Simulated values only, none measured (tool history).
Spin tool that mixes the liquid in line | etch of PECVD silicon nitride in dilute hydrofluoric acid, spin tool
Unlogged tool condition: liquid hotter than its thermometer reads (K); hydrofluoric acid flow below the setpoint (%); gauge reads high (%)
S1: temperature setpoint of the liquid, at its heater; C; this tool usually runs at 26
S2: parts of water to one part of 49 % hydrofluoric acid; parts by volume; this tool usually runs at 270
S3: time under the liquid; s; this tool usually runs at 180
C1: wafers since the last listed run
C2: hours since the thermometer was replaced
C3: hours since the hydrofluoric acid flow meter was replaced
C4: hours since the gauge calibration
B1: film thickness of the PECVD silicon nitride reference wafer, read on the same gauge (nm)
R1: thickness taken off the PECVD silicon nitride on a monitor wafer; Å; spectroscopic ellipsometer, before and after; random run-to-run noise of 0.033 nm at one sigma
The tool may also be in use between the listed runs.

run    hour  S1   S2   S3    C1      C2      C3      C4      B1     R1
  1     0.0  26  270  180     0   738.5  1004.6   874.3  30.018  33.08
  2    43.3  26  270  180   359   781.8  1047.9   917.6  29.999  32.74
  3   108.3  26  270  180   540   846.8  1112.9   982.6  30.007  33.13
  4   145.0  23  270  180   304   883.5  1149.6  1019.3  29.978  27.40
  5   249.4  23  270  180   867   987.9  1254.0  1123.7  29.994  27.64
  6   468.7  26  270  180  1822  1207.2  1473.3  1343.0  30.042  32.98
      607.7  -- thermometer replaced
  7   712.0  26  270  180  2013   104.3  1716.6  1586.3  29.981  32.62
  8   781.8  26  230  180   579   174.1  1786.4  1656.1  30.028  38.50
  9   879.5  26  230  180   811   271.8  1884.1  1753.8  30.005  38.92
 10   966.3  26  270  245   721   358.6  1970.9  1840.6  29.987  44.34
 11  1004.0  26  270  245   313   396.3  2008.6  1878.3  29.997  44.59
 12  1046.7  26  305  180   354   439.0  2051.3  1921.0  29.987  29.36
 13  1098.3  26  270  180   428   490.6  2102.9  1972.6  30.006  33.08
     1173.8  -- gauge calibrated
 14  1191.6  26  270  180   775   583.9  2196.2    17.8  30.012  33.05
 15  1244.1  26  305  180   436   636.4  2248.7    70.3  30.017  28.75
 16  1284.7  26  270  180   337   677.0  2289.3   110.9  29.991  32.23
     1327.3  -- hydrofluoric acid flow meter replaced
 17  1329.4  26  310  285   363   721.7     2.1   155.6  29.979  45.22
 18  1390.9  26  270  180   511   783.2    63.6   217.1  29.977  32.45

Expected results for the next run?
 19  1489.7  24  270  180  820  882.0  162.4  315.9   ?   ?

{"run 19": {"B1": 30.016, "R1": 29.2}}
With no hidden state in the tool, this same run would have given R1 29.20 Å.
